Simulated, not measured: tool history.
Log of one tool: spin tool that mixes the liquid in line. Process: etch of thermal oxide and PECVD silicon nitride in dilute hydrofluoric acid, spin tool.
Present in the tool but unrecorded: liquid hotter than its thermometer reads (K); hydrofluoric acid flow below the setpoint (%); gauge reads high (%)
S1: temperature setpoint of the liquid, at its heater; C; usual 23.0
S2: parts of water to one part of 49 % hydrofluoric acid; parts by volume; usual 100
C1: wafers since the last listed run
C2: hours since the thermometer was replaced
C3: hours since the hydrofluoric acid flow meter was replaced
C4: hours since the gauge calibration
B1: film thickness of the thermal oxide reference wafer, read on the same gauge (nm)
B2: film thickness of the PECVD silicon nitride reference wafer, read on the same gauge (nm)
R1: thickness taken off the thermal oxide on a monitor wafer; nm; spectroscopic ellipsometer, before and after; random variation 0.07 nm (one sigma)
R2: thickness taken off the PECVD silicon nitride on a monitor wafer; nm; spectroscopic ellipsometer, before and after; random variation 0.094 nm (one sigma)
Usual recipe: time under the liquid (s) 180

{"run": 1, "hour": 0.0, "S1": 23.0, "S2": 125, "time under the liquid (s)": 215, "C1": 0, "C2": 1076.5, "C3": 448.9, "C4": 409.2, "B1": 59.98, "B2": 99.99, "R1": 7.31, "R2": 11.7}
{"run": 2, "hour": 15.3, "S1": 23.0, "S2": 125, "time under the liquid (s)": 215, "C1": 127, "C2": 1091.8, "C3": 464.2, "C4": 424.5, "B1": 59.99, "B2": 99.96, "R1": 7.39, "R2": 11.76}
{"run": 3, "hour": 28.9, "S1": 23.0, "S2": 100, "time under the liquid (s)": 180, "C1": 113, "C2": 1105.4, "C3": 477.8, "C4": 438.1, "B1": 59.99, "B2": 99.98, "R1": 7.95, "R2": 12.41}
{"run": 4, "hour": 46.2, "S1": 23.0, "S2": 100, "time under the liquid (s)": 125, "C1": 144, "C2": 1122.7, "C3": 495.1, "C4": 455.4, "B1": 60.03, "B2": 100.0, "R1": 5.61, "R2": 8.63}
{"run": 5, "hour": 64.0, "S1": 23.0, "S2": 100, "time under the liquid (s)": 225, "C1": 148, "C2": 1140.5, "C3": 512.9, "C4": 473.2, "B1": 60.04, "B2": 99.95, "R1": 10.12, "R2": 15.58}
{"hour": 66.8, "done": "gauge calibrated"}
{"run": 6, "hour": 74.9, "S1": 23.0, "S2": 100, "time under the liquid (s)": 225, "C1": 91, "C2": 1151.4, "C3": 523.8, "C4": 8.1, "B1": 60.03, "B2": 99.97, "R1": 10.07, "R2": 15.58}
{"run": 7, "hour": 87.6, "S1": 23.0, "S2": 100, "time under the liquid (s)": 225, "C1": 106, "C2": 1164.1, "C3": 536.5, "C4": 20.8, "B1": 60.02, "B2": 99.97, "R1": 9.98, "R2": 15.57}
{"run": 8, "hour": 100.6, "S1": 23.0, "S2": 100, "time under the liquid (s)": 180, "C1": 108, "C2": 1177.1, "C3": 549.5, "C4": 33.8, "B1": 59.99, "B2": 99.95, "R1": 8.21, "R2": 12.37}
{"run": 9, "hour": 111.0, "S1": 23.0, "S2": 125, "time under the liquid (s)": 215, "C1": 86, "C2": 1187.5, "C3": 559.9, "C4": 44.2, "B1": 59.96, "B2": 100.04, "R1": 7.48, "R2": 11.93}
{"hour": 115.2, "done": "hydrofluoric acid flow meter replaced"}
{"run": 10, "hour": 117.6, "S1": 23.0, "S2": 100, "time under the liquid (s)": 125, "C1": 46, "C2": 1194.1, "C3": 2.4, "C4": 50.8, "B1": 60.0, "B2": 99.98, "R1": 5.49, "R2": 8.52}
{"run": 11, "hour": 131.3, "S1": 23.0, "S2": 80, "time under the liquid (s)": 275, "C1": 114, "C2": 1207.8, "C3": 16.1, "C4": 64.5, "B1": 59.97, "B2": 99.97, "R1": 15.99, "R2": 24.27}
{"run": 12, "hour": 140.9, "S1": 21.0, "S2": 100, "time under the liquid (s)": 235, "C1": 80, "C2": 1217.4, "C3": 25.7, "C4": 74.1, "B1": 60.0, "B2": 99.98, "R1": 9.77, "R2": 14.44}
{"run": 13, "hour": 151.0, "S1": 23.0, "S2": 100, "time under the liquid (s)": 280, "C1": 84, "C2": 1227.5, "C3": 35.8, "C4": 84.2, "B1": 60.02, "B2": 99.98, "R1": 12.56, "R2": 19.29}
{"run": 14, "hour": 164.8, "S1": 23.0, "S2": 70, "time under the liquid (s)": 110, "C1": 115, "C2": 1241.3, "C3": 49.6, "C4": 98.0, "B1": 59.99, "B2": 99.98, "R1": 7.37, "R2": 11.12}
{"hour": 171.1, "done": "thermometer replaced"}
{"run": 15, "hour": 180.9, "S1": 25.5, "S2": 125, "time under the liquid (s)": 180, "C1": 126, "C2": 9.8, "C3": 65.7, "C4": 114.1, "B1": 60.02, "B2": 99.98, "R1": 6.26, "R2": 9.58}
{"run": 16, "hour": 198.6, "S1": 19.5, "S2": 70, "time under the liquid (s)": 105, "C1": 147, "C2": 27.5, "C3": 83.4, "C4": 131.8, "B1": 60.03, "B2": 99.99, "R1": 5.48, "R2": 6.7}
{"run": 17, "hour": 212.0, "S1": 19.0, "S2": 75, "time under the liquid (s)": 125, "C1": 112, "C2": 40.9, "C3": 96.8, "C4": 145.2, "B1": 60.05, "B2": 100.03, "R1": 5.89, "R2": 7.35}
{"run": 18, "hour": 223.9, "S1": 23.0, "S2": 100, "time under the liquid (s)": 180, "C1": 99, "C2": 52.8, "C3": 108.7, "C4": 157.1, "B1": 60.01, "B2": 100.01, "R1": 7.41, "R2": 10.39}
{"run": 19, "hour": 238.5, "S1": 23.0, "S2": 100, "time under the liquid (s)": 180, "C1": 122, "C2": 67.4, "C3": 123.3, "C4": 171.7, "B1": 59.99, "B2": 100.02, "R1": 7.19, "R2": 10.47}
{"run": 20, "hour": 246.6, "S1": 25.5, "S2": 75, "time under the liquid (s)": 130, "C1": 67, "C2": 75.5, "C3": 131.4, "C4": 179.8, "B1": 59.96, "B2": 100.01, "R1": 7.98, "R2": 11.87}
{"run": 21, "hour": 256.1, "S1": 21.5, "S2": 100, "time under the liquid (s)": 230, "C1": 79, "C2": 85.0, "C3": 140.9, "C4": 189.3, "B1": 59.99, "B2": 100.03, "R1": 8.69, "R2": 11.94}

Forecast run 22:
{"run": 22, "hour": 269.6, "S1": 23.0, "S2": 70, "time under the liquid (s)": 180, "C1": 112, "C2": 98.5, "C3": 154.4, "C4": 202.8, "B1": "?", "B2": "?", "R1": "?", "R2": "?"}

Logged for run 22: B1 60.01, B2 99.97, R1 10.77 nm, R2 14.85 nm.
The same run, on a tool lacking any hidden state, would have yielded R1 10.63 nm, R2 14.53 nm.
